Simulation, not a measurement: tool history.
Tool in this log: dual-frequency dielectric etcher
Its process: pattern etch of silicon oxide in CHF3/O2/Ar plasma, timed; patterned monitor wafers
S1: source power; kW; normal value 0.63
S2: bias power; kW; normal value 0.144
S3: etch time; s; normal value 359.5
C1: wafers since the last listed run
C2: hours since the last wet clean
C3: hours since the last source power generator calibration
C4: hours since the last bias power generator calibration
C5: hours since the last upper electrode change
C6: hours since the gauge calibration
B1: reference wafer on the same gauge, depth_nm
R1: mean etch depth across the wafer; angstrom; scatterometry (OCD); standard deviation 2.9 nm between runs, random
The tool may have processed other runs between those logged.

run,hour,S1,S2,S3,C1,C2,C3,C4,C5,C6,B1,R1
1,0,0.63,0.144,359.5,0,22.5,1303.5,2187.2,3639.1,1716.8,639.2,7123
2,98.6,0.63,0.144,359.5,368,121.1,1402.1,2285.8,3737.7,1815.4,640.6,7106
3,162.9,0.58,0.144,359.5,240,185.4,1466.4,2350.1,3802,1879.7,640.8,6780
# hour 265.1: source power generator calibrated
4,265.6,0.63,0.144,359.5,368,288.1,0.5,2452.8,3904.7,1982.4,639.5,6971
# hour 335.8: bias power generator calibrated
5,369.1,0.63,0.144,359.5,371,391.6,104,33.3,4008.2,2085.9,639.9,6974
6,457.8,0.63,0.144,359.5,331,480.3,192.7,122,4096.9,2174.6,639.7,6884
7,519.7,0.63,0.136,443,231,542.2,254.6,183.9,4158.8,2236.5,639,8368
8,621.4,0.63,0.136,443,379,643.9,356.3,285.6,4260.5,2338.2,639.4,8298
# hour 652.3: wet clean of the chamber
9,667.6,0.63,0.144,359.5,82,15.3,402.5,331.8,4306.7,2384.4,640.4,7178
10,732.8,0.63,0.13,359.5,243,80.5,467.7,397,4371.9,2449.6,640.7,6903
11,774.4,0.63,0.144,313.5,155,122.1,509.3,438.6,4413.5,2491.2,640.7,6210
12,827.2,0.63,0.179,359.5,197,174.9,562.1,491.4,4466.3,2544,639.3,7608
13,874.4,0.63,0.144,359.5,176,222.1,609.3,538.6,4513.5,2591.2,640,7118
14,915.5,0.63,0.175,359.5,153,263.2,650.4,579.7,4554.6,2632.3,640.6,7507
# hour 982.3: gauge calibrated
# hour 1009.3: upper electrode replaced
15,1016.3,0.63,0.111,263.5,286,364,751.2,680.5,7,34,640.5,4766
16,1052.4,0.75,0.179,466,134,400.1,787.3,716.6,43.1,70.1,639.9,10528
17,1147.5,0.63,0.144,359.5,355,495.2,882.4,811.7,138.2,165.2,639.4,6926
18,1192.7,0.63,0.144,359.5,168,540.4,927.6,856.9,183.4,210.4,640.1,6932
19,1292.5,0.63,0.167,359.5,372,640.2,1027.4,956.7,283.2,310.2,640,7166
# hour 1318: wet clean of the chamber
20,1369.9,0.54,0.144,359.5,199,51.9,1104.8,1034.1,360.6,387.6,639.8,6562
21,1580.1,0.63,0.144,359.5,784,262.1,1315,1244.3,570.8,597.8,640.3,6943
22,1656.7,0.68,0.116,359.5,286,338.7,1391.6,1320.9,647.4,674.4,640.5,6830
# hour 1778.3: source power generator calibrated
23,1917.6,0.48,0.13,419.5,959,599.6,139.3,1581.8,908.3,935.3,639.7,6700
24,1968.5,0.63,0.144,359.5,190,650.5,190.2,1632.7,959.2,986.2,640.3,6875
# hour 2034: wet clean of the chamber
25,2040.4,0.75,0.111,422.5,178,6.4,262.1,1704.6,1031.1,1058.1,640.8,8470
26,2101.3,0.63,0.144,359.5,227,67.3,323,1765.5,1092,1119,639.6,7108
27,2189.1,0.55,0.116,402,327,155.1,410.8,1853.3,1179.8,1206.8,640,6949
28,2282.7,0.7,0.134,448.5,349,248.7,504.4,1946.9,1273.4,1300.4,639.9,9093
29,2365.1,0.49,0.124,413.5,307,331.1,586.8,2029.3,1355.8,1382.8,640.1,6759
30,2460.7,0.63,0.144,359.5,356,426.7,682.4,2124.9,1451.4,1478.4,640,6901

3 ways to go on from here, each from the tool as it stands after run 30. What would each give?
A,2461.2,0.63,0.144,359.5,1,427.2,682.9,2125.4,1451.9,1478.9,?,?
B,2461.2,0.58,0.111,416,1,427.2,682.9,2125.4,1451.9,1478.9,?,?
C,2461.2,0.5,0.144,359.5,1,427.2,682.9,2125.4,1451.9,1478.9,?,?

run,B1,R1
A,640.1,6909
B,640.1,7094
C,640.1,6113
The same runs, with their run-to-run variation unchanged, on a tool lacking any hidden condition would have given:
run,R1
A,7107
B,7297
C,6288
